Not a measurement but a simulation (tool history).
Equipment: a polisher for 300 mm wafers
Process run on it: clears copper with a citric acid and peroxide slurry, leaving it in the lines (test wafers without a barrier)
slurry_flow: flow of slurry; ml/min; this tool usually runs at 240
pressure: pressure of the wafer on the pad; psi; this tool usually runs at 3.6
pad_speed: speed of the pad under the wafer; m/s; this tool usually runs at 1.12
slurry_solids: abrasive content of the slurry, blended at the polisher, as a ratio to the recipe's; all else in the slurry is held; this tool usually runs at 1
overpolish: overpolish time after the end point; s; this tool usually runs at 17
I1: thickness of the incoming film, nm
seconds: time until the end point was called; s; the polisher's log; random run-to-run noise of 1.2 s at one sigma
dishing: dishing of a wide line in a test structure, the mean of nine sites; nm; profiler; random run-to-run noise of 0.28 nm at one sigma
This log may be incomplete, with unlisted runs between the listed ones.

{"run": 1, "hour": 0.0, "slurry_flow": 240, "pressure": 3.6, "pad_speed": 1.12, "slurry_solids": 1, "overpolish": 17, "I1": 233.5, "seconds": 74.1, "dishing": 17.7}
{"hour": 17.5, "done": "worn pad replaced by a new one"}
{"run": 2, "hour": 41.7, "slurry_flow": 270, "pressure": 3.6, "pad_speed": 1.26, "slurry_solids": 1, "overpolish": 17, "I1": 229.5, "seconds": 66.3, "dishing": 18.3}
{"run": 3, "hour": 103.7, "slurry_flow": 270, "pressure": 3.6, "pad_speed": 1.26, "slurry_solids": 1, "overpolish": 17, "I1": 234.2, "seconds": 70, "dishing": 17.6}
{"run": 4, "hour": 144.0, "slurry_flow": 270, "pressure": 3.6, "pad_speed": 1.26, "slurry_solids": 1, "overpolish": 17, "I1": 230.6, "seconds": 65.8, "dishing": 18.2}
{"run": 5, "hour": 241.6, "slurry_flow": 190, "pressure": 3.6, "pad_speed": 1.12, "slurry_solids": 1, "overpolish": 17, "I1": 230.3, "seconds": 76.9, "dishing": 17.5}
{"hour": 262.4, "done": "slurry nozzle cleaned"}
{"hour": 296.0, "done": "slurry blender recalibrated"}
{"run": 6, "hour": 296.6, "slurry_flow": 190, "pressure": 3.6, "pad_speed": 1.12, "slurry_solids": 1, "overpolish": 17, "I1": 231.6, "seconds": 76.7, "dishing": 17.3}
{"run": 7, "hour": 400.5, "slurry_flow": 190, "pressure": 3.6, "pad_speed": 1.12, "slurry_solids": 1, "overpolish": 17, "I1": 227.5, "seconds": 75.1, "dishing": 17.3}
{"hour": 448.4, "done": "head pressure recalibrated"}
{"run": 8, "hour": 465.7, "slurry_flow": 240, "pressure": 3.6, "pad_speed": 1.12, "slurry_solids": 1, "overpolish": 10, "I1": 229.9, "seconds": 74.1, "dishing": 14.1}
{"run": 9, "hour": 511.1, "slurry_flow": 240, "pressure": 3.6, "pad_speed": 1.12, "slurry_solids": 1, "overpolish": 17, "I1": 231.3, "seconds": 71.2, "dishing": 17.2}
{"hour": 575.9, "done": "worn pad replaced by a new one"}
{"run": 10, "hour": 610.9, "slurry_flow": 240, "pressure": 2.9, "pad_speed": 1, "slurry_solids": 1.15, "overpolish": 17, "I1": 231.1, "seconds": 97.1, "dishing": 15.7}
{"run": 11, "hour": 714.2, "slurry_flow": 240, "pressure": 3.6, "pad_speed": 1.12, "slurry_solids": 0.9, "overpolish": 20, "I1": 230.9, "seconds": 74.3, "dishing": 18.1}
{"run": 12, "hour": 818.1, "slurry_flow": 240, "pressure": 3.6, "pad_speed": 1.38, "slurry_solids": 1.2, "overpolish": 22, "I1": 230.5, "seconds": 61.7, "dishing": 19.7}
{"hour": 832.0, "done": "slurry blender recalibrated"}
{"hour": 853.4, "done": "slurry nozzle cleaned"}
{"run": 13, "hour": 885.1, "slurry_flow": 240, "pressure": 2.5, "pad_speed": 1.12, "slurry_solids": 1, "overpolish": 11, "I1": 231.1, "seconds": 103.9, "dishing": 11.7}
{"run": 14, "hour": 967.8, "slurry_flow": 240, "pressure": 2.7, "pad_speed": 1.42, "slurry_solids": 0.9, "overpolish": 24, "I1": 228.1, "seconds": 82, "dishing": 18.5}
{"hour": 1018.2, "done": "head pressure recalibrated"}
{"run": 15, "hour": 1059.3, "slurry_flow": 240, "pressure": 3.6, "pad_speed": 1.12, "slurry_solids": 1, "overpolish": 17, "I1": 225.4, "seconds": 72.4, "dishing": 17.7}
{"run": 16, "hour": 1100.6, "slurry_flow": 240, "pressure": 2.8, "pad_speed": 1.12, "slurry_solids": 1.3, "overpolish": 17, "I1": 228.8, "seconds": 90.1, "dishing": 16.3}
{"run": 17, "hour": 1178.1, "slurry_flow": 240, "pressure": 3.6, "pad_speed": 1.32, "slurry_solids": 1.25, "overpolish": 17, "I1": 234.1, "seconds": 64.6, "dishing": 18.2}
{"hour": 1205.7, "done": "worn pad replaced by a new one"}
{"run": 18, "hour": 1361.0, "slurry_flow": 265, "pressure": 3.1, "pad_speed": 1.12, "slurry_solids": 1, "overpolish": 14, "I1": 226.6, "seconds": 83.9, "dishing": 15.5}
{"hour": 1368.6, "done": "slurry nozzle cleaned"}
{"hour": 1417.1, "done": "slurry blender recalibrated"}
{"run": 19, "hour": 1465.0, "slurry_flow": 240, "pressure": 3.6, "pad_speed": 1.12, "slurry_solids": 1.25, "overpolish": 17, "I1": 227.1, "seconds": 67.9, "dishing": 17.7}
{"run": 20, "hour": 1551.9, "slurry_flow": 240, "pressure": 4.2, "pad_speed": 1.12, "slurry_solids": 0.7, "overpolish": 17, "I1": 231.1, "seconds": 67.4, "dishing": 18}
{"hour": 1609.5, "done": "head pressure recalibrated"}
{"run": 21, "hour": 1616.4, "slurry_flow": 240, "pressure": 3.6, "pad_speed": 0.72, "slurry_solids": 0.9, "overpolish": 17, "I1": 228.2, "seconds": 102.6, "dishing": 15.7}
{"run": 22, "hour": 1694.2, "slurry_flow": 200, "pressure": 3.6, "pad_speed": 1.12, "slurry_solids": 1, "overpolish": 8, "I1": 234.2, "seconds": 75.8, "dishing": 12.2}
{"hour": 1711.8, "done": "worn pad replaced by a new one"}
{"run": 23, "hour": 1776.9, "slurry_flow": 170, "pressure": 3.6, "pad_speed": 1.46, "slurry_solids": 1, "overpolish": 17, "I1": 226.8, "seconds": 62.5, "dishing": 18}
{"run": 24, "hour": 1858.9, "slurry_flow": 155, "pressure": 3.6, "pad_speed": 0.86, "slurry_solids": 0.85, "overpolish": 17, "I1": 232.5, "seconds": 98.3, "dishing": 16}
{"hour": 1868.7, "done": "slurry nozzle cleaned"}
{"run": 25, "hour": 1945.6, "slurry_flow": 205, "pressure": 3.6, "pad_speed": 1.12, "slurry_solids": 1.2, "overpolish": 17, "I1": 228.9, "seconds": 71.4, "dishing": 17.8}
{"hour": 2019.0, "done": "slurry blender recalibrated"}
{"run": 26, "hour": 2021.1, "slurry_flow": 240, "pressure": 3.6, "pad_speed": 1.12, "slurry_solids": 1, "overpolish": 19, "I1": 231.1, "seconds": 73.4, "dishing": 17.9}
{"run": 27, "hour": 2058.3, "slurry_flow": 240, "pressure": 3.6, "pad_speed": 1.12, "slurry_solids": 1.25, "overpolish": 26, "I1": 231.3, "seconds": 71.8, "dishing": 19.1}

Forecast each of these 5 alternatives for the next run:
{"run": "A", "hour": 2058.7, "slurry_flow": 240, "pressure": 3.6, "pad_speed": 1.12, "slurry_solids": 1, "overpolish": 26, "I1": 231, "seconds": "?", "dishing": "?"}
{"run": "B", "hour": 2058.7, "slurry_flow": 280, "pressure": 3.6, "pad_speed": 1.12, "slurry_solids": 1, "overpolish": 17, "I1": 231, "seconds": "?", "dishing": "?"}
{"run": "C", "hour": 2058.7, "slurry_flow": 240, "pressure": 2.9, "pad_speed": 1.12, "slurry_solids": 1.25, "overpolish": 17, "I1": 231, "seconds": "?", "dishing": "?"}
{"run": "D", "hour": 2058.7, "slurry_flow": 240, "pressure": 3.6, "pad_speed": 0.94, "slurry_solids": 0.7, "overpolish": 23, "I1": 231, "seconds": "?", "dishing": "?"}
{"run": "E", "hour": 2058.7, "slurry_flow": 240, "pressure": 3.6, "pad_speed": 1.12, "slurry_solids": 1.25, "overpolish": 25, "I1": 231, "seconds": "?", "dishing": "?"}

run=A seconds=73.6 dishing=19.3
run=B seconds=72.5 dishing=17.6
run=C seconds=86.8 dishing=16.6
run=D seconds=89.9 dishing=18.1
run=E seconds=70.2 dishing=19.3
Without the tool's unlogged condition, the same runs would have read:
run=A seconds=73.6 dishing=19.3
run=B seconds=72.5 dishing=17.6
run=C seconds=86.8 dishing=16.6
run=D seconds=89.9 dishing=18.1
run=E seconds=70.2 dishing=19.3

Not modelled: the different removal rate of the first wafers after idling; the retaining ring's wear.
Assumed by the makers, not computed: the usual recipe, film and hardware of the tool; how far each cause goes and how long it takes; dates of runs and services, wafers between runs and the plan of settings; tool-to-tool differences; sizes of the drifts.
